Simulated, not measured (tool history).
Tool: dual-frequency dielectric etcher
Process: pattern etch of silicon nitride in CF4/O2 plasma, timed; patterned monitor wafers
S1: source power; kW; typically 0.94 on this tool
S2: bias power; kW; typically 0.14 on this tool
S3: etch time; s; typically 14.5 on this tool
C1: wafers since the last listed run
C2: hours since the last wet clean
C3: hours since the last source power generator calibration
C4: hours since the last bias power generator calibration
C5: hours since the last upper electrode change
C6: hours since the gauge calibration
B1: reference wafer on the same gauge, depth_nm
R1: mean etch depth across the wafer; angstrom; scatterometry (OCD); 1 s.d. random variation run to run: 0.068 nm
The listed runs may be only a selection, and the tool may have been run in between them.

run 1 hour=0 | S1=0.94 S2=0.14 S3=14.5 | C1=0 C2=273 C3=3552.8 C4=4077.9 C5=5179.1 C6=185.4 | B1=50.7 | R1=431.4
run 2 hour=9.2 | S1=0.94 S2=0.14 S3=14.5 | C1=89 C2=282.2 C3=3562 C4=4087.1 C5=5188.3 C6=194.6 | B1=50.69 | R1=431.1
run 3 hour=22.8 | S1=0.94 S2=0.14 S3=14.5 | C1=131 C2=295.8 C3=3575.6 C4=4100.7 C5=5201.9 C6=208.2 | B1=50.7 | R1=429.5
run 4 hour=33.4 | S1=0.94 S2=0.14 S3=14.5 | C1=102 C2=306.4 C3=3586.2 C4=4111.3 C5=5212.5 C6=218.8 | B1=50.7 | R1=429.8
run 5 hour=49.3 | S1=0.94 S2=0.14 S3=14.5 | C1=154 C2=322.3 C3=3602.1 C4=4127.2 C5=5228.4 C6=234.7 | B1=50.71 | R1=427.9
run 6 hour=58.8 | S1=0.94 S2=0.14 S3=14.5 | C1=92 C2=331.8 C3=3611.6 C4=4136.7 C5=5237.9 C6=244.2 | B1=50.7 | R1=428.6
run 7 hour=68.9 | S1=0.94 S2=0.114 S3=14.5 | C1=97 C2=341.9 C3=3621.7 C4=4146.8 C5=5248 C6=254.3 | B1=50.7 | R1=388.7
run 8 hour=80.4 | S1=0.94 S2=0.114 S3=14.5 | C1=111 C2=353.4 C3=3633.2 C4=4158.3 C5=5259.5 C6=265.8 | B1=50.71 | R1=387.5
run 9 hour=96.4 | S1=0.94 S2=0.14 S3=14.5 | C1=155 C2=369.4 C3=3649.2 C4=4174.3 C5=5275.5 C6=281.8 | B1=50.7 | R1=428
run 10 hour=105.5 | S1=0.87 S2=0.14 S3=14.5 | C1=88 C2=378.5 C3=3658.3 C4=4183.4 C5=5284.6 C6=290.9 | B1=50.72 | R1=394.2
run 11 hour=122.2 | S1=0.87 S2=0.14 S3=14.5 | C1=161 C2=395.2 C3=3675 C4=4200.1 C5=5301.3 C6=307.6 | B1=50.7 | R1=392.7
-- hour=146.5 upper electrode replaced
run 12 hour=147 | S1=0.87 S2=0.14 S3=14.5 | C1=7 C2=420 C3=3699.8 C4=4224.9 C5=0.5 C6=332.4 | B1=50.7 | R1=391.6
run 13 hour=158.9 | S1=1.03 S2=0.14 S3=14.5 | C1=115 C2=431.9 C3=3711.7 C4=4236.8 C5=12.4 C6=344.3 | B1=50.71 | R1=469.5
run 14 hour=176.8 | S1=1.03 S2=0.14 S3=14.5 | C1=173 C2=449.8 C3=3729.6 C4=4254.7 C5=30.3 C6=362.2 | B1=50.67 | R1=468.8
-- hour=190.1 gauge calibrated
-- hour=204.9 source power generator calibrated
-- hour=209.9 wet clean of the chamber
run 15 hour=210.4 | S1=1.03 S2=0.14 S3=14.5 | C1=238 C2=0.5 C3=5.5 C4=4288.3 C5=63.9 C6=20.3 | B1=50.68 | R1=496.1
run 16 hour=210.8 | S1=0.94 S2=0.14 S3=11.5 | C1=3 C2=0.9 C3=5.9 C4=4288.7 C5=64.3 C6=20.7 | B1=50.7 | R1=356.6
run 17 hour=211.1 | S1=1.07 S2=0.118 S3=12.5 | C1=2 C2=1.2 C3=6.2 C4=4289 C5=64.6 C6=21 | B1=50.71 | R1=409.8
run 18 hour=222.8 | S1=1 S2=0.165 S3=14.5 | C1=113 C2=12.9 C3=17.9 C4=4300.7 C5=76.3 C6=32.7 | B1=50.69 | R1=518.1
run 19 hour=233.2 | S1=0.94 S2=0.14 S3=14.5 | C1=100 C2=23.3 C3=28.3 C4=4311.1 C5=86.7 C6=43.1 | B1=50.72 | R1=449.7
-- hour=237.7 bias power generator calibrated
run 20 hour=245.9 | S1=0.94 S2=0.14 S3=16 | C1=84 C2=36 C3=41 C4=8.2 C5=99.4 C6=55.8 | B1=50.69 | R1=496.4
run 21 hour=259.3 | S1=1.08 S2=0.14 S3=14.5 | C1=129 C2=49.4 C3=54.4 C4=21.6 C5=112.8 C6=69.2 | B1=50.7 | R1=518.4
run 22 hour=275.1 | S1=1.03 S2=0.14 S3=14.5 | C1=153 C2=65.2 C3=70.2 C4=37.4 C5=128.6 C6=85 | B1=50.7 | R1=493.6
run 23 hour=283.3 | S1=0.94 S2=0.159 S3=14.5 | C1=79 C2=73.4 C3=78.4 C4=45.6 C5=136.8 C6=93.2 | B1=50.7 | R1=475.7
run 24 hour=297.4 | S1=0.87 S2=0.14 S3=14.5 | C1=136 C2=87.5 C3=92.5 C4=59.7 C5=150.9 C6=107.3 | B1=50.7 | R1=411.9
run 25 hour=306.2 | S1=1.01 S2=0.164 S3=19 | C1=85 C2=96.3 C3=101.3 C4=68.5 C5=159.7 C6=116.1 | B1=50.7 | R1=683
run 26 hour=315.6 | S1=0.75 S2=0.157 S3=16 | C1=91 C2=105.7 C3=110.7 C4=77.9 C5=169.1 C6=125.5 | B1=50.68 | R1=408.2
run 27 hour=326.2 | S1=0.76 S2=0.118 S3=12 | C1=102 C2=116.3 C3=121.3 C4=88.5 C5=179.7 C6=136.1 | B1=50.7 | R1=269.9
run 28 hour=364.9 | S1=1.17 S2=0.122 S3=13 | C1=375 C2=155 C3=160 C4=127.2 C5=218.4 C6=174.8 | B1=50.71 | R1=471.1
run 29 hour=379.7 | S1=0.94 S2=0.14 S3=14.5 | C1=143 C2=169.8 C3=174.8 C4=142 C5=233.2 C6=189.6 | B1=50.71 | R1=445.3
run 30 hour=391 | S1=0.87 S2=0.112 S3=10 | C1=109 C2=181.1 C3=186.1 C4=153.3 C5=244.5 C6=200.9 | B1=50.7 | R1=254.1
run 31 hour=400.6 | S1=0.94 S2=0.165 S3=14.5 | C1=93 C2=190.7 C3=195.7 C4=162.9 C5=254.1 C6=210.5 | B1=50.7 | R1=481.6

List, for all runs, the conditions of the tool that the log does not record:
bias power that arrives over what is set, %: 0 across all the runs
gauge reads high (%): 0 across all the runs
H1: etch rate over this chamber's usual, %
H2: source power that arrives over what is set, %
run=1 H1=-1.24 H2=-3.59
run=2 H1=-1.28 H2=-3.61
run=3 H1=-1.35 H2=-3.64
run=4 H1=-1.41 H2=-3.66
run=5 H1=-1.49 H2=-3.69
run=6 H1=-1.54 H2=-3.71
run=7 H1=-1.59 H2=-3.73
run=8 H1=-1.65 H2=-3.75
run=9 H1=-1.73 H2=-3.78
run=10 H1=-1.78 H2=-3.8
run=11 H1=-1.86 H2=-3.84
run=12 H1=-1.99 H2=-3.89
run=13 H1=-2.05 H2=-3.91
run=14 H1=-2.14 H2=-3.95
run=15 H1=-0.373 H2=-0.352
run=16 H1=-0.375 H2=-0.352
run=17 H1=-0.376 H2=-0.352
run=18 H1=-0.436 H2=-0.352
run=19 H1=-0.489 H2=-0.352
run=20 H1=-0.554 H2=-0.352
run=21 H1=-0.623 H2=-0.353
run=22 H1=-0.703 H2=-0.353
run=23 H1=-0.745 H2=-0.353
run=24 H1=-0.817 H2=-0.354
run=25 H1=-0.862 H2=-0.355
run=26 H1=-0.911 H2=-0.355
run=27 H1=-0.965 H2=-0.356
run=28 H1=-1.16 H2=-0.359
run=29 H1=-1.24 H2=-0.36
run=30 H1=-1.3 H2=-0.361
run=31 H1=-1.35 H2=-0.362
